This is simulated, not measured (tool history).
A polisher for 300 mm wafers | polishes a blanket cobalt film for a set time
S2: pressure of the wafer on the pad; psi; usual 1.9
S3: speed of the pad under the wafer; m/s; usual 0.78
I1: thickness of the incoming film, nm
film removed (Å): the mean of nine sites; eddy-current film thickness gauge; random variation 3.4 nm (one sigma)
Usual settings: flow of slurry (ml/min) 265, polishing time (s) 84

{"run": 1, "day": 0.0, "flow of slurry (ml/min)": 265, "S2": 1.9, "S3": 0.78, "polishing time (s)": 84, "I1": 858.4, "film removed (Å)": 2756}
{"run": 2, "day": 0.304, "flow of slurry (ml/min)": 265, "S2": 1.9, "S3": 0.78, "polishing time (s)": 84, "I1": 869.6, "film removed (Å)": 2703}
{"run": 3, "day": 0.629, "flow of slurry (ml/min)": 265, "S2": 1.9, "S3": 0.78, "polishing time (s)": 84, "I1": 865.2, "film removed (Å)": 2679}
{"run": 4, "day": 2.612, "flow of slurry (ml/min)": 265, "S2": 1.9, "S3": 0.78, "polishing time (s)": 84, "I1": 870.6, "film removed (Å)": 2744}
{"run": 5, "day": 3.129, "flow of slurry (ml/min)": 265, "S2": 1.9, "S3": 0.78, "polishing time (s)": 84, "I1": 868.1, "film removed (Å)": 2673}
{"run": 6, "day": 3.725, "flow of slurry (ml/min)": 265, "S2": 2.1, "S3": 0.78, "polishing time (s)": 107, "I1": 866.7, "film removed (Å)": 3744}
{"run": 7, "day": 4.488, "flow of slurry (ml/min)": 265, "S2": 2.1, "S3": 0.78, "polishing time (s)": 107, "I1": 868.2, "film removed (Å)": 4139}
{"run": 8, "day": 5.021, "flow of slurry (ml/min)": 265, "S2": 2.4, "S3": 0.78, "polishing time (s)": 84, "I1": 884.2, "film removed (Å)": 3428}
{"run": 9, "day": 5.288, "flow of slurry (ml/min)": 265, "S2": 2.4, "S3": 0.78, "polishing time (s)": 84, "I1": 869.3, "film removed (Å)": 3476}
{"run": 10, "day": 5.833, "flow of slurry (ml/min)": 265, "S2": 1.9, "S3": 0.78, "polishing time (s)": 84, "I1": 870.6, "film removed (Å)": 2648}
{"run": 11, "day": 6.4, "flow of slurry (ml/min)": 265, "S2": 1.9, "S3": 0.78, "polishing time (s)": 84, "I1": 865.7, "film removed (Å)": 2610}
{"run": 12, "day": 6.988, "flow of slurry (ml/min)": 265, "S2": 1.9, "S3": 0.78, "polishing time (s)": 84, "I1": 870.2, "film removed (Å)": 2627}
{"run": 13, "day": 8.625, "flow of slurry (ml/min)": 265, "S2": 1.6, "S3": 0.62, "polishing time (s)": 109, "I1": 871.0, "film removed (Å)": 2455}
{"run": 14, "day": 9.204, "flow of slurry (ml/min)": 265, "S2": 1.9, "S3": 0.78, "polishing time (s)": 84, "I1": 868.0, "film removed (Å)": 2649}
{"run": 15, "day": 9.492, "flow of slurry (ml/min)": 265, "S2": 1.9, "S3": 0.78, "polishing time (s)": 84, "I1": 853.0, "film removed (Å)": 2662}
{"run": 16, "day": 10.012, "flow of slurry (ml/min)": 265, "S2": 1.9, "S3": 0.98, "polishing time (s)": 84, "I1": 857.3, "film removed (Å)": 3249}
{"run": 17, "day": 10.592, "flow of slurry (ml/min)": 265, "S2": 1.9, "S3": 0.78, "polishing time (s)": 84, "I1": 868.3, "film removed (Å)": 2591}
{"run": 18, "day": 10.854, "flow of slurry (ml/min)": 210, "S2": 1.9, "S3": 0.52, "polishing time (s)": 94, "I1": 859.1, "film removed (Å)": 2290}
{"run": 19, "day": 11.592, "flow of slurry (ml/min)": 290, "S2": 1.9, "S3": 0.68, "polishing time (s)": 84, "I1": 867.0, "film removed (Å)": 2490}
{"run": 20, "day": 12.208, "flow of slurry (ml/min)": 265, "S2": 1.9, "S3": 1.02, "polishing time (s)": 71, "I1": 879.6, "film removed (Å)": 2931}
{"run": 21, "day": 12.925, "flow of slurry (ml/min)": 190, "S2": 2.2, "S3": 0.94, "polishing time (s)": 107, "I1": 863.7, "film removed (Å)": 4636}
{"run": 22, "day": 13.462, "flow of slurry (ml/min)": 185, "S2": 1.9, "S3": 0.78, "polishing time (s)": 84, "I1": 886.0, "film removed (Å)": 2558}
{"run": 23, "day": 13.779, "flow of slurry (ml/min)": 320, "S2": 1.9, "S3": 0.78, "polishing time (s)": 103, "I1": 863.2, "film removed (Å)": 3277}
{"run": 24, "day": 14.146, "flow of slurry (ml/min)": 265, "S2": 2.3, "S3": 0.58, "polishing time (s)": 84, "I1": 880.0, "film removed (Å)": 2478}

Not shown: 6 entries that the log had between the listed runs. Between which runs, and how does the tool's hidden state differ before and after?
Between runs 3 and 4: worn pad replaced by a new one (day 1.288)
  removal rate lost through wear of the pad, %: 10 -> 7.73
  measured less the result without the state, film removed (Å): -298 -> -230
Between runs 6 and 7: worn pad replaced by a new one (day 4.467)
  removal rate lost through wear of the pad, %: 9.83 -> 1.87
  measured less the result without the state, film removed (Å): -408 -> -79
Between runs 7 and 8: head pressure recalibrated (day 4.812)
  removal rate lost through wear of the pad, %: 1.87 -> 5.81
  measured less the result without the state, film removed (Å): -79 -> -212
Between runs 12 and 13: worn pad replaced by a new one (day 7.571)
  removal rate lost through wear of the pad, %: 11.2 -> 8.05
  measured less the result without the state, film removed (Å): -333 -> -215
Between runs 15 and 16: slurry nozzle cleaned (day 9.583)
  removal rate lost through wear of the pad, %: 10.3 -> 11.1
  measured less the result without the state, film removed (Å): -306 -> -403
Between runs 17 and 18: worn pad replaced by a new one (day 10.817)
  removal rate lost through wear of the pad, %: 11.6 -> 0.389
  measured less the result without the state, film removed (Å): -339 -> -9

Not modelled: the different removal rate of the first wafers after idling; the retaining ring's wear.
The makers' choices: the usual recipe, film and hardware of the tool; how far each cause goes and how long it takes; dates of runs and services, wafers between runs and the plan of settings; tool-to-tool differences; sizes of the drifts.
